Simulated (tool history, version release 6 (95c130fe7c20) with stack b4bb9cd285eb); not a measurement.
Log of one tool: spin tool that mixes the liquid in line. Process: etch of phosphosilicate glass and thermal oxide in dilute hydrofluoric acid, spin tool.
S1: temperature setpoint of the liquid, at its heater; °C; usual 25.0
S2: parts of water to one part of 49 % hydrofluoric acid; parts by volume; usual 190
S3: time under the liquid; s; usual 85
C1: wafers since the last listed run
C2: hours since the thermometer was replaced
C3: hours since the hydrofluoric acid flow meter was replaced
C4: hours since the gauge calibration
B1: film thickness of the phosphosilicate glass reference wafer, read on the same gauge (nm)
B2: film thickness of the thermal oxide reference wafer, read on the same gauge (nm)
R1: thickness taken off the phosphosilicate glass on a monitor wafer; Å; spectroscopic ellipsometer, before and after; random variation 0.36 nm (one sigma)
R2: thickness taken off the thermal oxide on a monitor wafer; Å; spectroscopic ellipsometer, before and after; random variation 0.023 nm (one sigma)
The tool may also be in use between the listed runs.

run    hour    S1   S2   S3   C1      C2      C3      C4      B1      B2     R1     R2
  1     0.0  22.0  130   85    0    24.4   899.6  1417.4  134.75  41.453  620.3  27.13
  2    60.8  23.0  190   85  344    85.2   960.4  1478.2  134.91  41.519  409.6  17.69
  3   104.7  23.0  190   85  248   129.1  1004.3  1522.1  135.03  41.545  407.2  17.99
  4   139.0  25.0  190   85  194   163.4  1038.6  1556.4  135.15  41.576  441.8  19.28
      148.3  -- hydrofluoric acid flow meter replaced
  5   204.2  23.0  250   45  363   228.6    55.9  1621.6  135.34  41.665  155.3   6.77
  6   230.3  29.0  190   50  147   254.7    82.0  1647.7  135.46  41.654  298.2  13.33
  7   287.3  25.0  190   85  323   311.7   139.0  1704.7  135.62  41.713  445.0  19.12
  8   331.2  20.5  190   85  248   355.6   182.9  1748.6  135.73  41.782  370.9  16.46
  9   398.1  25.0  190   85  379   422.5   249.8  1815.5  135.95  41.826  451.1  19.60
 10   434.1  25.0  190   85  204   458.5   285.8  1851.5  136.10  41.859  442.2  19.73
 11   503.9  22.0  250   85  395   528.3   355.6  1921.3  136.31  41.926  288.3  12.50
 12   534.1  27.0  265  125  171   558.5   385.8  1951.5  136.39  41.967  466.3  20.64
      574.0  -- gauge calibrated
 13   587.7  28.0  255  100  303   612.1   439.4    13.7  129.19  39.754  385.2  16.66
 14   676.0  25.0  275   40  500   700.4   527.7   102.0  129.47  39.830  126.0   5.45
 15   711.7  28.5  265  120  202   736.1   563.4   137.7  129.58  39.878  447.8  19.39
 16   763.8  25.0  225   85  295   788.2   615.5   189.8  129.73  39.939  348.2  15.02
 17   801.3  20.5  140  105  212   825.7   653.0   227.3  129.85  39.947  633.9  27.92
 18   871.2  27.5  150  125  396   895.6   722.9   297.2  130.08  40.042  907.0  40.63
 19   897.7  21.5  145   65  150   922.1   749.4   323.7  130.21  40.049  396.2  17.27
 20   939.1  25.0  190   85  234   963.5   790.8   365.1  130.31  40.097  428.3  18.50
 21  1001.0  25.0  190   85  350  1025.4   852.7   427.0  130.47  40.147  425.0  18.44
 22  1051.7  22.0  125   65  287  1076.1   903.4   477.7  130.67  40.182  482.7  20.79
     1089.9  -- hydrofluoric acid flow meter replaced
 23  1120.1  25.0  190   85  382  1144.5    30.2   546.1  130.86  40.279  430.8  18.91
 24  1167.5  25.0  190   85  268  1191.9    77.6   593.5  130.99  40.297  421.3  18.96

How the hidden state differs across the entries between the runs, from the last listed run before each to the first after it:
Between runs 4 and 5: hydrofluoric acid flow meter replaced (hour 148.3)
  gauge reads high (%): 3.97 -> 4.12
  measured less the result without the state, R1: +16.8 -> +6.1 Å; R2: +0.74 -> +0.26 Å
Between runs 12 and 13: gauge calibrated (hour 574.0)
  gauge reads high (%): 4.91 -> -0.613
  measured less the result without the state, R1: +21.8 -> -2.4 Å; R2: +0.97 -> -0.11 Å
Between runs 22 and 23: hydrofluoric acid flow meter replaced (hour 1089.9)
  gauge reads high (%): 0.498 -> 0.662
  measured less the result without the state, R1: +2.4 -> +2.8 Å; R2: +0.10 -> +0.12 Å
